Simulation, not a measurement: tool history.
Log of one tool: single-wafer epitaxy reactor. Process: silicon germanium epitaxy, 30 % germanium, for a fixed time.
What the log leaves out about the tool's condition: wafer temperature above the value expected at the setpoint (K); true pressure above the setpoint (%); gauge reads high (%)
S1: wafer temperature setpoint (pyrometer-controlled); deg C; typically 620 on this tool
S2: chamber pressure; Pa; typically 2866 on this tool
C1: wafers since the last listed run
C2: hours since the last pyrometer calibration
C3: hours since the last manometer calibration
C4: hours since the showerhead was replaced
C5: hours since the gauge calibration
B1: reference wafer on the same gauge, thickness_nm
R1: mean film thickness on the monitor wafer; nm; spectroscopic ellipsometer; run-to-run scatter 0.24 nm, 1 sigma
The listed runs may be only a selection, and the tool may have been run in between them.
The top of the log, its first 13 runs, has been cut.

run   hour   S1    S2    C1      C2     C3     C4     C5      B1       R1
 14  393.0  620  2866   751   941.6  192.7  185.1  520.1  93.986   85.802
 15  412.9  620  2866   517   961.5  212.6  205.0  540.0  94.001   85.846
 16  429.3  611  2320   426   977.9  229.0  221.4  556.4  93.991   62.404
 17  462.8  620  2866   870  1011.4  262.5  254.9  589.9  93.872   86.456
 18  491.7  612  3160   751  1040.3  291.4  283.8  618.8  93.985   79.103
 19  532.1  625  2866  1050  1080.7  331.8  324.2  659.2  93.850   95.805
     550.9  -- pyrometer calibrated
 20  551.4  620  2866   293     0.5  351.1  343.5  678.5  93.938   83.412
     578.7  -- gauge calibrated
 21  580.0  620  2386   743    29.1  379.7  372.1    1.3  93.943   73.997
 22  614.3  605  3053   891    63.4  414.0  406.4   35.6  93.855   65.678
 23  639.7  614  2533   660    88.8  439.4  431.8   61.0  94.015   68.570
 24  660.0  635  2866   527   109.1  459.7  452.1   81.3  93.869  110.847
 25  680.6  620  2866   535   129.7  480.3  472.7  101.9  93.887   83.892
 26  696.7  606  3266   418   145.8  496.4  488.8  118.0  93.820   69.916
 27  721.9  620  2866   655   171.0  521.6  514.0  143.2  93.851   83.888
 28  778.8  626  3173  1479   227.9  578.5  570.9  200.1  93.834  100.156
 29  808.2  634  3373   764   257.3  607.9  600.3  229.5  93.987  120.729
 30  830.1  609  2866   569   279.2  629.8  622.2  251.4  93.892   67.819
 31  860.0  620  2533   777   309.1  659.7  652.1  281.3  94.000   76.988
 32  883.8  620  2560   618   332.9  683.5  675.9  305.1  93.885   77.608
 33  912.0  620  2866   733   361.1  711.7  704.1  333.3  94.089   83.871
 34  944.6  610  2866   847   393.7  744.3  736.7  365.9  94.089   69.411
 35  966.6  615  3533   571   415.7  766.3  758.7  387.9  93.711   87.163
 36  993.8  620  2866   707   442.9  793.5  785.9  415.1  93.920   84.393

Branching from run 36: 3 alternative next runs. What would each branch give?
  A  994.2  620  2866  10  443.3  793.9  786.3  415.5   ?   ?
  B  994.2  620  2413  10  443.3  793.9  786.3  415.5   ?   ?
  C  994.2  629  2866  10  443.3  793.9  786.3  415.5   ?   ?

run      B1      R1
  A  94.033  84.044
  B  94.033  74.357
  C  94.033  99.530
With the hidden condition removed and each run's random variation left untouched, the same runs would have given:
run      R1
  A  83.458
  B  73.838
  C  98.851
